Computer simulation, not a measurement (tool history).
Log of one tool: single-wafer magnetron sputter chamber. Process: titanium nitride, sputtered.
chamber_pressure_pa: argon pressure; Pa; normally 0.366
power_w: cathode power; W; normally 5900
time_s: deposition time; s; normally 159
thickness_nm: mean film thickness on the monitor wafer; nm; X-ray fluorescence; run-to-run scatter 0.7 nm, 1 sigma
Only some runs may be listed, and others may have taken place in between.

run    hour  chamber_pressure_pa  power_w  time_s  read-back reference wafer on the same gauge, thickness_nm  thickness_nm
  1       0                0.366     6200     159                                                    213.977       186.272
  2    55.4                0.284     5900     159                                                    213.817       186.638
  3      80                0.366     5900     159                                                    213.691        179.11
  4   129.2                0.366     5900     159                                                    214.037       180.018
  5   199.5                0.366     5900     159                                                    214.087       178.846
  6   249.7                0.456     5900     159                                                    213.919       172.204
  7   282.5                0.456     5900     159                                                    213.856       171.651
  8   342.5                0.456     5900     159                                                     214.01       171.435
  9   409.8                0.366     5900     159                                                    213.903        177.16
 10   479.5                0.366     5900     159                                                    214.032       176.721
 11   519.8                0.366     5100     159                                                     214.12       158.937
      535.1  -- sputter target and shields replaced
 12   572.5                0.465     5900     145                                                    213.908       159.164
 13   602.3                0.261     5450     167                                                    214.007       187.172
 14   627.4                0.366     4550     159                                                    213.885       151.133
 15   692.9                0.471     5300     185                                                    213.791         185.6
      720.6  -- magnet pack replaced
 16   749.5                0.366     5900     159                                                    214.132       179.197
 17   809.6                0.366     5900     159                                                    213.819       178.252
 18   836.2                0.366     6650     159                                                    213.993       194.412
 19   871.7                0.366     5900     159                                                    214.124       177.725
      890.9  -- gauge calibrated
 20   914.1                0.452     6600     183                                                    213.993       215.078
 21   951.9                0.276     5900     142                                                    213.972       165.942
 22   999.5                0.366     5200     159                                                    213.884       161.402
 23    1043                0.366     5900     177                                                    213.987       198.234
 24  1073.6                0.301     4550     159                                                    213.988       150.851
     1086.6  -- capacitance manometer re-zeroed and calibrated
 25  1139.6                0.366     5900     132                                                    214.021       148.338
 26  1188.4                0.234     5900     159                                                    213.919       187.403
 27  1231.8                0.287     6400     174                                                    213.793       213.995
     1292.3  -- sputter target and shields replaced
 28  1292.8                0.235     7150     148                                                    214.138       206.029
 29  1317.7                0.366     5900     159                                                    214.192       181.779
 30  1362.2                0.301     7150     159                                                    214.117       213.733
 31  1397.9                0.366     5900     174                                                    214.032       199.166
 32  1465.6                0.308     5000     159                                                    213.934       163.389
 33  1508.9                0.366     5200     159                                                    214.129       166.157
 34  1542.5                0.233     5900     184                                                    213.633       219.909

Consider 5 possible next runs. They are alternatives, not a sequence: every one starts from the tool as it was left by run 34. What does each give?
  A  1542.9                0.425     5900     159                                                          ?             ?
  B  1542.9                0.292     7000     184                                                          ?             ?
  C  1542.9                0.232     5100     159                                                          ?             ?
  D  1542.9                0.443     6500     128                                                          ?             ?
  E  1542.9                0.366     5050     159                                                          ?             ?

run  read-back reference wafer on the same gauge, thickness_nm  thickness_nm
  A                                                    213.613       176.574
  B                                                    213.613       244.624
  C                                                    213.613       172.436
  D                                                    213.613       151.443
  E                                                    213.613       162.104
Without the tool's unlogged condition, the same runs would have read:
run  thickness_nm
  A       178.979
  B       247.792
  C       174.616
  D       153.519
  E       164.264
